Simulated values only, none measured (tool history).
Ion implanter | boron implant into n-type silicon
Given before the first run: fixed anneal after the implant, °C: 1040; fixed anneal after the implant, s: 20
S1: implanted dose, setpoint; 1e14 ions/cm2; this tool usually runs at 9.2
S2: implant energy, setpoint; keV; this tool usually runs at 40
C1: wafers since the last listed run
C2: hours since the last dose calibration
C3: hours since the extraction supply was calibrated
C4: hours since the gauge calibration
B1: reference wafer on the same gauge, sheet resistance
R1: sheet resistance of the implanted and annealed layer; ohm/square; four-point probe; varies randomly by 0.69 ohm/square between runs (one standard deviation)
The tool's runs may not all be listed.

run	hour	S1	S2	C1	C2	C3	C4	B1	R1
1	0	9.2	46.5	0	734.8	6465.1	218	104.07	121.52
2	12.6	9.2	40	162	747.4	6477.7	230.6	103.79	122.52
3	23.4	9.2	40	139	758.2	6488.5	241.4	104	123.35
4	32.4	9.2	40	116	767.2	6497.5	250.4	103.87	123.01
5	45	10.33	40	162	779.8	6510.1	263	104.16	111.51
6	60.9	10.33	40	205	795.7	6526	278.9	103.7	111.27
7	69.8	9.95	40	114	804.6	6534.9	287.8	103.93	114.74
8	110.1	9.95	40	519	844.9	6575.2	328.1	104.3	115.77
9	119.1	9.95	40	116	853.9	6584.2	337.1	104.2	115.92
# hour 140: Faraday cup replaced and dose calibrated
10	140.5	9.2	43.5	172	0.5	6605.6	358.5	104.11	126.29
11	150.7	9.2	43.5	131	10.7	6615.8	368.7	103.99	126.37
# hour 153.8: gauge calibrated
12	168.3	9.2	43.5	227	28.3	6633.4	14.5	103.97	126.03
13	181.6	9.2	40	171	41.6	6646.7	27.8	104.16	127.31
# hour 193.4: extraction supply calibrated
14	193.9	9.2	40	55	53.9	0.5	40.1	103.77	126.4
15	205.6	9.2	40	150	65.6	12.2	51.8	103.91	127.07
16	215.2	9.2	40	123	75.2	21.8	61.4	104.18	128.79
17	227.3	9.2	52	156	87.3	33.9	73.5	103.89	123.87
18	236.6	9.2	40	119	96.6	43.2	82.8	103.8	126.12
19	244.8	10.17	26.5	105	104.8	51.4	91	103.84	121.64
20	254.1	9.2	53	119	114.1	60.7	100.3	103.96	123.29
21	263.9	10.4	46	126	123.9	70.5	110.1	104.09	113.29
22	279.6	6.75	40	202	139.6	86.2	125.8	104.28	164.72
23	295	11.34	34.5	198	155	101.6	141.2	104	108.64
24	309.6	9.2	40	188	169.6	116.2	155.8	103.94	127.23
25	329.7	11.29	32.5	259	189.7	136.3	175.9	104.12	108.66
26	335.7	7.31	53.5	77	195.7	142.3	181.9	104.05	150.03
27	351.5	9.2	40	203	211.5	158.1	197.7	103.85	127.79
28	368.3	7.62	52	216	228.3	174.9	214.5	104.21	143.58
29	376.1	9.2	40	100	236.1	182.7	222.3	104.17	126.89
30	382.5	7.74	40	82	242.5	189.1	228.7	104.05	147.04

What will run 31 give?
31	395.6	9.2	40	168	255.6	202.2	241.8	?	?

B1: 103.84
R1: 126.58 ohm/square
If the tool had no hidden condition, the same run with the same run-to-run variation would have returned R1 127.88 ohm/square.
